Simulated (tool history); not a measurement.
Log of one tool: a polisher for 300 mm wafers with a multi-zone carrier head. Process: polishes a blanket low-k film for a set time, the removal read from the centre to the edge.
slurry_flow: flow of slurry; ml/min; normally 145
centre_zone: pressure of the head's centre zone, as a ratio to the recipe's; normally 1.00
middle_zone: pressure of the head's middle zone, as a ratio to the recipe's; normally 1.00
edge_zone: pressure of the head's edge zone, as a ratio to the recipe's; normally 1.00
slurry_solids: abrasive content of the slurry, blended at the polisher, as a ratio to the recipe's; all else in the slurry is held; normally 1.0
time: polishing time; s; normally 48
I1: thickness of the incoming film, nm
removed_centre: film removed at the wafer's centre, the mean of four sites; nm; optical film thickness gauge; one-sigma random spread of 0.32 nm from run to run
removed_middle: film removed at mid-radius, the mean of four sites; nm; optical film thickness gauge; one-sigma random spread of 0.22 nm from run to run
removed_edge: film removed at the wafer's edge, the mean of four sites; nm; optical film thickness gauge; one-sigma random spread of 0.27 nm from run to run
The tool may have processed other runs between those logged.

run 1 day=0.000 | slurry_flow=145 centre_zone=1.00 middle_zone=1.00 edge_zone=1.00 slurry_solids=1.0 time=48 | I1=437.4 | removed_centre=25.9 removed_middle=26.0 removed_edge=25.9
run 2 day=1.608 | slurry_flow=145 centre_zone=1.00 middle_zone=1.00 edge_zone=1.00 slurry_solids=1.0 time=48 | I1=449.8 | removed_centre=24.9 removed_middle=25.8 removed_edge=25.2
run 3 day=2.100 | slurry_flow=145 centre_zone=1.00 middle_zone=1.00 edge_zone=1.00 slurry_solids=1.0 time=48 | I1=434.5 | removed_centre=25.0 removed_middle=25.8 removed_edge=25.0
-- day=2.329 worn pad replaced by a new one
run 4 day=2.483 | slurry_flow=145 centre_zone=1.00 middle_zone=1.00 edge_zone=1.00 slurry_solids=1.0 time=48 | I1=440.5 | removed_centre=25.5 removed_middle=25.8 removed_edge=25.4
run 5 day=3.100 | slurry_flow=145 centre_zone=1.00 middle_zone=1.00 edge_zone=1.00 slurry_solids=1.0 time=48 | I1=441.3 | removed_centre=25.5 removed_middle=25.7 removed_edge=25.6
run 6 day=3.783 | slurry_flow=145 centre_zone=1.00 middle_zone=1.00 edge_zone=1.00 slurry_solids=1.0 time=48 | I1=441.7 | removed_centre=25.6 removed_middle=25.5 removed_edge=25.4
run 7 day=4.421 | slurry_flow=145 centre_zone=1.00 middle_zone=1.00 edge_zone=0.96 slurry_solids=1.0 time=48 | I1=440.9 | removed_centre=25.1 removed_middle=25.8 removed_edge=24.7
run 8 day=4.871 | slurry_flow=145 centre_zone=1.00 middle_zone=1.00 edge_zone=0.96 slurry_solids=1.0 time=48 | I1=439.8 | removed_centre=25.6 removed_middle=25.7 removed_edge=25.2
run 9 day=5.571 | slurry_flow=145 centre_zone=1.00 middle_zone=1.00 edge_zone=1.00 slurry_solids=1.0 time=48 | I1=440.1 | removed_centre=25.5 removed_middle=26.2 removed_edge=25.3
-- day=6.004 slurry nozzle cleaned
run 10 day=6.100 | slurry_flow=125 centre_zone=1.00 middle_zone=1.00 edge_zone=1.00 slurry_solids=1.0 time=48 | I1=443.9 | removed_centre=24.6 removed_middle=24.6 removed_edge=24.8
-- day=6.475 worn pad replaced by a new one
-- day=6.662 carrier head's membrane replaced by a new one
run 11 day=6.817 | slurry_flow=145 centre_zone=0.97 middle_zone=1.00 edge_zone=1.00 slurry_solids=1.0 time=54 | I1=438.2 | removed_centre=28.0 removed_middle=29.2 removed_edge=28.3
run 12 day=7.138 | slurry_flow=145 centre_zone=1.00 middle_zone=1.00 edge_zone=1.00 slurry_solids=1.0 time=48 | I1=437.0 | removed_centre=25.6 removed_middle=25.9 removed_edge=25.3
-- day=7.604 edge zone pressure recalibrated
-- day=7.717 centre zone pressure recalibrated
run 13 day=7.792 | slurry_flow=145 centre_zone=0.90 middle_zone=1.00 edge_zone=0.95 slurry_solids=1.3 time=48 | I1=441.3 | removed_centre=27.2 removed_middle=29.9 removed_edge=29.6
run 14 day=8.258 | slurry_flow=145 centre_zone=1.05 middle_zone=0.96 edge_zone=1.00 slurry_solids=1.3 time=38 | I1=432.5 | removed_centre=25.2 removed_middle=23.4 removed_edge=23.9

Forecast run 15:
run 15 day=8.508 | slurry_flow=145 centre_zone=1.00 middle_zone=1.00 edge_zone=1.00 slurry_solids=1.2 time=48 | I1=435.2 | removed_centre=? removed_middle=? removed_edge=?

Run 15 yielded removed_centre 28.9 nm, removed_middle 29.5 nm, removed_edge 29.2 nm.
Take away the tool's hidden state, keep the run-to-run variation as it was, and the same run would have given removed_centre 28.9 nm, removed_middle 29.5 nm, removed_edge 29.2 nm.
